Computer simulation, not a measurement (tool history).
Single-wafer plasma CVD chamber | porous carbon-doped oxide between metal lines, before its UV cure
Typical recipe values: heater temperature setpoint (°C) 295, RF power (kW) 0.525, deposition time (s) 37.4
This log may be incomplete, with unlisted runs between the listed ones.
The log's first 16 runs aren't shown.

run    hour  heater temperature setpoint (°C)  RF power (kW)  deposition time (s)  read-back reference wafer on the same gauge, thickness_nm  mean film thickness on the monitor wafer (Å)
 17  1614.0                               286          0.570                 37.4                                                    220.697                                       2119.08
     1672.3  -- showerhead replaced
 18  1719.2                               295          0.525                 37.4                                                    221.030                                       1826.16
 19  1761.7                               305          0.475                 34.4                                                    220.423                                       1442.38
     1771.5  -- gauge calibrated
 20  1829.1                               285          0.560                 32.1                                                    220.599                                       1786.81
     2001.7  -- RF generator calibrated
 21  2125.7                               295          0.620                 33.0                                                    221.383                                       1923.31
 22  2226.5                               307          0.455                 33.2                                                    220.422                                       1366.89
 23  2314.8                               307          0.455                 33.2                                                    220.903                                       1364.50
 24  2388.6                               304          0.470                 41.5                                                    220.993                                       1803.04
 25  2469.2                               304          0.525                 33.5                                                    221.095                                       1600.61
 26  2617.6                               286          0.570                 37.4                                                    221.427                                       2150.22
     2642.3  -- thermocouple changed; heater temperature recalibrated
 27  2671.8                               295          0.465                 37.4                                                    221.490                                       1694.16
 28  2727.1                               295          0.525                 37.4                                                    220.970                                       1860.97
 29  2772.6                               284          0.435                 39.9                                                    220.895                                       1782.38
 30  2812.4                               287          0.525                 35.2                                                    221.073                                       1858.71
 31  2856.1                               295          0.525                 37.4                                                    221.286                                       1872.04

5 options for the next run, each taken on its own from the tool as it stands now. Forecast them:
  A  2856.5                               295          0.525                 37.4                                                          ?                                             ?
  B  2856.5                               295          0.525                 44.5                                                          ?                                             ?
  C  2856.5                               281          0.560                 31.2                                                          ?                                             ?
  D  2856.5                               303          0.580                 44.8                                                          ?                                             ?
  E  2856.5                               283          0.425                 34.4                                                          ?                                             ?

run  read-back reference wafer on the same gauge, thickness_nm  mean film thickness on the monitor wafer (Å)
  A                                                    221.709                                       1868.19
  B                                                    221.709                                       2213.44
  C                                                    221.709                                       1822.17
  D                                                    221.709                                       2294.96
  E                                                    221.709                                       1531.34
Take away the tool's hidden state, keep each run's random variation, and the runs would have read:
run  mean film thickness on the monitor wafer (Å)
  A                                       1907.18
  B                                       2259.63
  C                                       1859.39
  D                                       2341.84
  E                                       1568.73
